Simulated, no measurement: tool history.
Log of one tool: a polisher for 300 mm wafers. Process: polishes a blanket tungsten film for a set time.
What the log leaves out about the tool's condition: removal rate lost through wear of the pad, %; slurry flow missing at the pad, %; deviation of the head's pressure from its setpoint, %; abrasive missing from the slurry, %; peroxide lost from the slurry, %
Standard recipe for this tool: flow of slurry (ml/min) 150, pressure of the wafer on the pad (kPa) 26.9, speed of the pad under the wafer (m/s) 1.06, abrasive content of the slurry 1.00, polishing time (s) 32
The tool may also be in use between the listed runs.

run    hour  flow of slurry (ml/min)  pressure of the wafer on the pad (kPa)  speed of the pad under the wafer (m/s)  abrasive content of the slurry  polishing time (s)  wafers since the last listed run  wafers polished on this pad  hours since the slurry nozzle was cleaned  hours since the head pressure was calibrated  hours since the slurry blender was calibrated  hours since the slurry got fresh peroxide  incoming thickness of the incoming film, nm  film removed (Å)
  1     0.0                      150                                    26.9                                    1.06                            1.00                  32                                 0                         1321                                      495.5                                         259.7                                          413.0                                      168.2                                        765.0              1617
  2    47.1                      150                                    26.9                                    1.06                            1.00                  32                               526                         1848                                      542.6                                         306.8                                          460.1                                      215.3                                        789.4              1666
  3   118.6                      150                                    26.9                                    1.06                            1.00                  32                               799                         2648                                      614.1                                         378.3                                          531.6                                      286.8                                        776.0              1665
  4   174.9                      150                                    26.9                                    1.06                            1.00                  35                               629                         3278                                      670.4                                         434.6                                          587.9                                      343.1                                        769.1              1767
  5   281.7                      150                                    26.9                                    1.06                            1.00                  35                              1194                         4472                                      777.2                                         541.4                                          694.7                                      449.9                                        777.6              1734
      325.5  -- slurry blender recalibrated
  6   380.8                      150                                    26.9                                    1.06                            1.00                  32                              1086                         5559                                      876.3                                         640.5                                           55.3                                      549.0                                        784.8              1792
      444.0  -- slurry nozzle cleaned
  7   461.2                      125                                    26.9                                    1.06                            1.00                  32                               888                         6447                                       17.2                                         720.9                                          135.7                                      629.4                                        777.9              1687
      471.2  -- slurry tank refilled with fresh slurry and peroxide
  8   519.1                      150                                    26.9                                    1.06                            1.00                  32                               636                         7084                                       75.1                                         778.8                                          193.6                                       47.9                                        784.7              1707
      614.9  -- worn pad replaced by a new one
  9   616.7                      125                                    31.7                                    1.06                            1.00                  32                              1047                           19                                      172.7                                         876.4                                          291.2                                      145.5                                        776.5              1854
 10   687.7                      150                                    26.9                                    1.06                            0.85                  35                               794                          814                                      243.7                                         947.4                                          362.2                                      216.5                                        776.2              1691
 11   772.8                      150                                    26.9                                    1.06                            1.00                  32                               952                         1766                                      328.8                                        1032.5                                          447.3                                      301.6                                        782.8              1607
 12   943.1                      110                                    26.9                                    1.18                            0.90                  32                              1905                         3671                                      499.1                                        1202.8                                          617.6                                      471.9                                        794.0              1554
      992.5  -- slurry blender recalibrated
     1024.3  -- head pressure recalibrated
 13  1032.6                      150                                    26.9                                    1.06                            1.00                  32                               956                         4628                                      588.6                                           8.3                                           40.1                                      561.4                                        784.3              1751
     1108.7  -- slurry tank refilled with fresh slurry and peroxide
 14  1114.2                      150                                    26.9                                    0.68                            0.75                  35                               901                         5530                                      670.2                                          89.9                                          121.7                                        5.5                                        791.1              1273
 15  1217.0                      150                                    26.9                                    1.36                            1.00                  32                              1150                         6680                                      773.0                                         192.7                                          224.5                                      108.3                                        787.4              1997
     1231.6  -- worn pad replaced by a new one
 16  1291.5                      150                                    26.9                                    1.06                            1.00                  32                               788                          670                                      847.5                                         267.2                                          299.0                                      182.8                                        793.6              1681
     1321.0  -- slurry nozzle cleaned
 17  1371.9                      150                                    26.9                                    1.28                            1.00                  41                               888                         1558                                       50.9                                         347.6                                          379.4                                      263.2                                        791.6              2362
 18  1415.5                      105                                    26.9                                    1.06                            1.00                  32                               487                         2046                                       94.5                                         391.2                                          423.0                                      306.8                                        786.0              1550
 19  1489.5                      150                                    26.9                                    0.78                            0.90                  27                               827                         2874                                      168.5                                         465.2                                          497.0                                      380.8                                        776.5              1055
 20  1536.6                      150                                    26.9                                    1.06                            1.00                  32                               526                         3401                                      215.6                                         512.3                                          544.1                                      427.9                                        774.2              1625
 21  1612.1                      105                                    23.4                                    0.90                            1.00                  29                               844                         4245                                      291.1                                         587.8                                          619.6                                      503.4                                        782.6              1068
     1618.3  -- slurry blender recalibrated
 22  1692.8                      150                                    26.9                                    1.06                            1.00                  28                               880                         5126                                      371.8                                         668.5                                           74.5                                      584.1                                        776.4              1556
 23  1794.8                      150                                    32.4                                    1.06                            1.00                  32                              1141                         6267                                      473.8                                         770.5                                          176.5                                      686.1                                        772.6              2107
     1815.9  -- slurry tank refilled with fresh slurry and peroxide
     1829.1  -- worn pad replaced by a new one
 24  1871.4                      150                                    26.9                                    1.06                            1.00                  32                               801                          473                                      550.4                                         847.1                                          253.1                                       55.5                                        766.9              1675
 25  1947.7                      165                                    26.9                                    1.26                            1.00                  32                               853                         1326                                      626.7                                         923.4                                          329.4                                      131.8                                        797.2              1932
 26  2012.7                      125                                    26.9                                    0.82                            1.10                  40                               727                         2053                                      691.7                                         988.4                                          394.4                                      196.8                                        774.0              1727
 27  2083.6                      150                                    35.9                                    1.06                            1.00                  26                               793                         2847                                      762.6                                        1059.3                                          465.3                                      267.7                                        779.8              1729

Take each entry between the runs: how does the hidden state at the last listed run before it differ from the hidden state at the first listed run after it?
From run 5 to run 6: slurry blender recalibrated (hour 325.5)
  abrasive missing from the slurry, %: 30 -> 10.8
  what was measured, less what the result would be without the hidden state, film removed (Å): -259 -> -77
From run 6 to run 7: slurry nozzle cleaned (hour 444.0)
  abrasive missing from the slurry, %: 10.8 -> 17.7
  what was measured, less what the result would be without the hidden state, film removed (Å): -77 -> -127
From run 7 to run 8: slurry tank refilled with fresh slurry and peroxide (hour 471.2)
  abrasive missing from the slurry, %: 17.7 -> 21.3
  what was measured, less what the result would be without the hidden state, film removed (Å): -127 -> -161
From run 8 to run 9: worn pad replaced by a new one (hour 614.9)
  abrasive missing from the slurry, %: 21.3 -> 25.7
  what was measured, less what the result would be without the hidden state, film removed (Å): -161 -> -224
From run 12 to run 13: slurry blender recalibrated (hour 992.5); head pressure recalibrated (hour 1024.3)
  abrasive missing from the slurry, %: 31.9 -> 9.55
  what was measured, less what the result would be without the hidden state, film removed (Å): -248 -> -65
From run 13 to run 14: slurry tank refilled with fresh slurry and peroxide (hour 1108.7)
  abrasive missing from the slurry, %: 9.55 -> 17
  what was measured, less what the result would be without the hidden state, film removed (Å): -65 -> -87
From run 15 to run 16: worn pad replaced by a new one (hour 1231.6)
  abrasive missing from the slurry, %: 23.2 -> 26.3
  what was measured, less what the result would be without the hidden state, film removed (Å): -210 -> -209
From run 16 to run 17: slurry nozzle cleaned (hour 1321.0)
  abrasive missing from the slurry, %: 26.3 -> 28.6
  what was measured, less what the result would be without the hidden state, film removed (Å): -209 -> -330
From run 21 to run 22: slurry blender recalibrated (hour 1618.3)
  abrasive missing from the slurry, %: 32.2 -> 11.8
  what was measured, less what the result would be without the hidden state, film removed (Å): -177 -> -74
From run 23 to run 24: slurry tank refilled with fresh slurry and peroxide (hour 1815.9); worn pad replaced by a new one (hour 1829.1)
  abrasive missing from the slurry, %: 19.5 -> 23.3
  what was measured, less what the result would be without the hidden state, film removed (Å): -179 -> -177

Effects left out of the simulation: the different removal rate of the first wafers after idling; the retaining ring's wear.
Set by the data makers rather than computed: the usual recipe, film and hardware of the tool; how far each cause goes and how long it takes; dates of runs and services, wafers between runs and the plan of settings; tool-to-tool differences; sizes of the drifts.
